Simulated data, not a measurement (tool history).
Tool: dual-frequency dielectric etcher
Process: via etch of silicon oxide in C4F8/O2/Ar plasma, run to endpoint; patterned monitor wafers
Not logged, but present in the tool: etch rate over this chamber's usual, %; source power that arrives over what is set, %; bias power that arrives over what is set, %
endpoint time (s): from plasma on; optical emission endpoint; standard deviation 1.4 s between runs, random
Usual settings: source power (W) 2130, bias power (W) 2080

run     day  source power (W)  bias power (W)  wafers since the last listed run  hours since the last wet clean  hours since the last source power generator calibration  hours since the last bias power generator calibration  hours since the last upper electrode change  incoming incoming film thickness, nm  endpoint time (s)
  1       0              2130            2080                                 0                           460.6                                                   2816.1                                                 2412.5                                       5060.4                                   948              184.6
  2   0.442              2130            2080                                73                           471.2                                                   2826.7                                                 2423.1                                         5071                                   936              181.3
  3   0.983              2130            2080                                89                           484.2                                                   2839.7                                                 2436.1                                         5084                                 937.1              183.9
  4   1.608              2130            2080                               103                           499.2                                                   2854.7                                                 2451.1                                         5099                                 947.2              183.6
  5   2.283              2130            1741                               111                           515.4                                                   2870.9                                                 2467.3                                       5115.2                                 941.5              192.9
  6   2.679              2130            1741                                65                           524.9                                                   2880.4                                                 2476.8                                       5124.7                                   945              197.9
  7   3.046              2130            1741                                60                           533.7                                                   2889.2                                                 2485.6                                       5133.5                                 933.1                193
      4.583  -- upper electrode replaced
  8   4.721              2130            2080                               111                           573.9                                                   2929.4                                                 2525.8                                          3.3                                 928.6              180.9
      6.183  -- wet clean of the chamber
  9   6.204              2130            2080                                80                             0.5                                                     2965                                                 2561.4                                         38.9                                 947.4              186.4
 10   6.221              2130            2080                                 2                             0.9                                                   2965.4                                                 2561.8                                         39.3                                 932.4              181.2
 11   6.562              2130            1959                                56                             9.1                                                   2973.6                                                   2570                                         47.5                                 944.3              185.5
 12   7.192              1750            2080                               104                            24.2                                                   2988.7                                                 2585.1                                         62.6                                 943.5              194.6
 13   7.696              1750            2080                                83                            36.3                                                   3000.8                                                 2597.2                                         74.7                                 932.7              189.6
 14   7.988              2130            2080                                48                            43.3                                                   3007.8                                                 2604.2                                         81.7                                 939.8              182.7
 15   8.546              2130            2080                                92                            56.7                                                   3021.2                                                 2617.6                                         95.1                                 937.4                182
 16   8.825              1630            2357                                46                            63.4                                                   3027.9                                                 2624.3                                        101.8                                 938.1              185.7
 17  10.133              2500            1917                               216                            94.8                                                   3059.3                                                 2655.7                                        133.2                                 938.2              180.3
     11.425  -- source power generator calibrated
 18  11.446              2130            2080                               189                           126.3                                                      0.5                                                 2687.2                                        164.7                                 935.4              181.3
 19  12.042              2370            1852                                98                           140.6                                                     14.8                                                 2701.5                                          179                                 928.9              182.6
 20  12.712              2500            1917                               111                           156.7                                                     30.9                                                 2717.6                                        195.1                                 938.6              182.1
 21  13.067              1790            1574                                58                           165.2                                                     39.4                                                 2726.1                                        203.6                                 934.8              207.9
 22  13.733              2410            2446                               110                           181.2                                                     55.4                                                 2742.1                                        219.6                                 940.3              169.5
 23  14.229              2640            2080                                82                           193.1                                                     67.3                                                   2754                                        231.5                                 931.4              173.1
 24  14.825              2570            2080                                98                           207.4                                                     81.6                                                 2768.3                                        245.8                                 931.1              172.3
 25  15.083              2530            2080                                42                           213.6                                                     87.8                                                 2774.5                                          252                                 942.6                177
     15.433  -- bias power generator calibrated
 26  15.525              2360            1931                                45                           224.2                                                     98.4                                                    2.2                                        262.6                                 944.4                183
 27  15.879              1710            1938                                58                           232.7                                                    106.9                                                   10.7                                        271.1                                 936.7              195.3
 28  16.312              1890            1786                                71                           243.1                                                    117.3                                                   21.1                                        281.5                                 931.4              194.6
 29  16.933              2130            2080                               102                             258                                                    132.2                                                     36                                        296.4                                 937.7              182.1
 30    17.5              1790            1574                                93                           271.6                                                    145.8                                                   49.6                                          310                                   940              211.4
 31  18.083              2620            1584                                96                           285.6                                                    159.8                                                   63.6                                          324                                 939.4              188.2
 32    18.6              2130            2080                                85                             298                                                    172.2                                                     76                                        336.4                                 943.9              185.7
 33  19.321              2370            1852                               119                           315.3                                                    189.5                                                   93.3                                        353.7                                 937.4              184.1
 34  19.967              2130            2080                               107                           330.8                                                      205                                                  108.8                                        369.2                                 932.7              180.4
 35  20.562              2280            2245                                98                           345.1                                                    219.3                                                  123.1                                        383.5                                 937.3              174.9
 36  20.975              2130            2573                                68                             355                                                    229.2                                                    133                                        393.4                                 932.4              167.7

Below are 3 alternative next runs, each starting from the tool's condition after run 36. Predict each:
  A  20.996              2130            2080                                 3                           355.5                                                    229.7                                                  133.5                                        393.9                                 938.8                  ?
  B  20.996              2130            1874                                 3                           355.5                                                    229.7                                                  133.5                                        393.9                                 938.8                  ?
  C  20.996              2580            2369                                 3                           355.5                                                    229.7                                                  133.5                                        393.9                                 938.8                  ?

run  endpoint time (s)
  A              183.6
  B              189.9
  C                168
Had the tool no hidden state, the same runs would have come out as:
run  endpoint time (s)
  A              183.6
  B              189.9
  C                168
